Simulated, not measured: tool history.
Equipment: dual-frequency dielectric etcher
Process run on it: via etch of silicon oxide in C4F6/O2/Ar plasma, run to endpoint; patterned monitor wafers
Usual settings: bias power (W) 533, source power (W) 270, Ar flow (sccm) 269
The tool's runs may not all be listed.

run	hour	bias power (W)	source power (W)	Ar flow (sccm)	wafers since the last listed run	hours since the last wet clean	hours since the last bias power generator calibration	hours since the last source power generator calibration	hours since the last Ar flow controller change	hours since the last upper electrode change	incoming incoming film thickness, nm	endpoint time (s)
1	0.0	533	270	269	0	377.0	1359.3	3030.2	3960.1	4104.1	108.0	26.5
# hour 33.4: wet clean of the chamber
2	59.0	533	240	269	360	25.6	1418.3	3089.2	4019.1	4163.1	108.6	26.8
3	170.5	533	240	269	1149	137.1	1529.8	3200.7	4130.6	4274.6	107.2	26.7
4	268.5	533	270	269	1010	235.1	1627.8	3298.7	4228.6	4372.6	107.4	26.0
5	308.9	533	270	269	416	275.5	1668.2	3339.1	4269.0	4413.0	107.2	26.7
6	372.1	533	250	269	651	338.7	1731.4	3402.3	4332.2	4476.2	108.0	27.1
# hour 455.1: wet clean of the chamber
7	455.6	533	250	269	613	0.5	1814.9	3485.8	4415.7	4559.7	108.0	26.4
8	501.9	533	250	269	477	46.8	1861.2	3532.1	4462.0	4606.0	108.0	26.7
9	576.7	533	270	242	770	121.6	1936.0	3606.9	4536.8	4680.8	106.5	25.9
10	634.1	533	270	242	591	179.0	1993.4	3664.3	4594.2	4738.2	107.0	25.6
11	682.3	533	270	269	496	227.2	2041.6	3712.5	4642.4	4786.4	107.5	26.9
12	742.5	533	270	269	620	287.4	2101.8	3772.7	4702.6	4846.6	107.6	26.6
13	809.7	533	300	241	692	354.6	2169.0	3839.9	4769.8	4913.8	107.6	25.9
# hour 900.1: wet clean of the chamber
14	900.6	533	270	269	689	0.5	2259.9	3930.8	4860.7	5004.7	108.1	26.0
# hour 951.6: upper electrode replaced
15	952.1	533	310	269	283	52.0	2311.4	3982.3	4912.2	0.5	106.3	24.4
16	1014.2	533	270	269	640	114.1	2373.5	4044.4	4974.3	62.6	108.0	26.2
17	1077.1	464	210	330	648	177.0	2436.4	4107.3	5037.2	125.5	108.6	29.7
18	1157.6	468	290	213	829	257.5	2516.9	4187.8	5117.7	206.0	108.0	26.8
# hour 1241.8: Ar flow controller replaced
19	1253.6	412	320	301	927	353.5	2612.9	4283.8	11.8	302.0	107.4	28.1
# hour 1331.6: wet clean of the chamber
# hour 1426.1: bias power generator calibrated
# hour 1458.6: source power generator calibrated
20	1574.0	533	270	242	2972	242.4	147.9	115.4	332.2	622.4	107.9	26.2
21	1634.5	422	240	303	623	302.9	208.4	175.9	392.7	682.9	107.2	29.5
22	1730.8	533	300	297	992	399.2	304.7	272.2	489.0	779.2	107.7	26.1
# hour 1759.7: wet clean of the chamber
23	1769.0	533	240	269	146	9.3	342.9	310.4	527.2	817.4	106.9	26.2
24	1848.2	533	270	226	816	88.5	422.1	389.6	606.4	896.6	108.1	26.3
25	1938.2	533	270	269	927	178.5	512.1	479.6	696.4	986.6	106.9	26.4
26	2012.8	533	210	269	768	253.1	586.7	554.2	771.0	1061.2	107.8	28.0
27	2111.9	533	270	269	1021	352.2	685.8	653.3	870.1	1160.3	108.7	26.7
28	2149.6	533	270	202	388	389.9	723.5	691.0	907.8	1198.0	107.7	26.2
29	2197.6	605	290	237	494	437.9	771.5	739.0	955.8	1246.0	107.9	24.6
# hour 2243.6: wet clean of the chamber
30	2284.4	473	270	321	647	40.8	858.3	825.8	1042.6	1332.8	108.1	27.6

Exercise: give the hidden state of the tool at every run:
bias power that arrives over what is set, %: 0, the same for each run
source power that arrives over what is set, %: 0, the same for each run
Ar flow that arrives over what is set, %: 0, the same for each run
H1: etch rate over this chamber's usual, %
run	H1
1	-2.67
2	-0.059
3	-0.822
4	-1.49
5	-1.77
6	-2.2
7	-0.348
8	-0.665
9	-1.18
10	-1.57
11	-1.9
12	-2.31
13	-2.77
14	0.114
15	-0.238
16	-0.663
17	-1.09
18	-1.65
19	-2.3
20	-2.06
21	-2.47
22	-3.13
23	-0.0812
24	-0.623
25	-1.24
26	-1.75
27	-2.43
28	-2.69
29	-3.02
30	-0.378
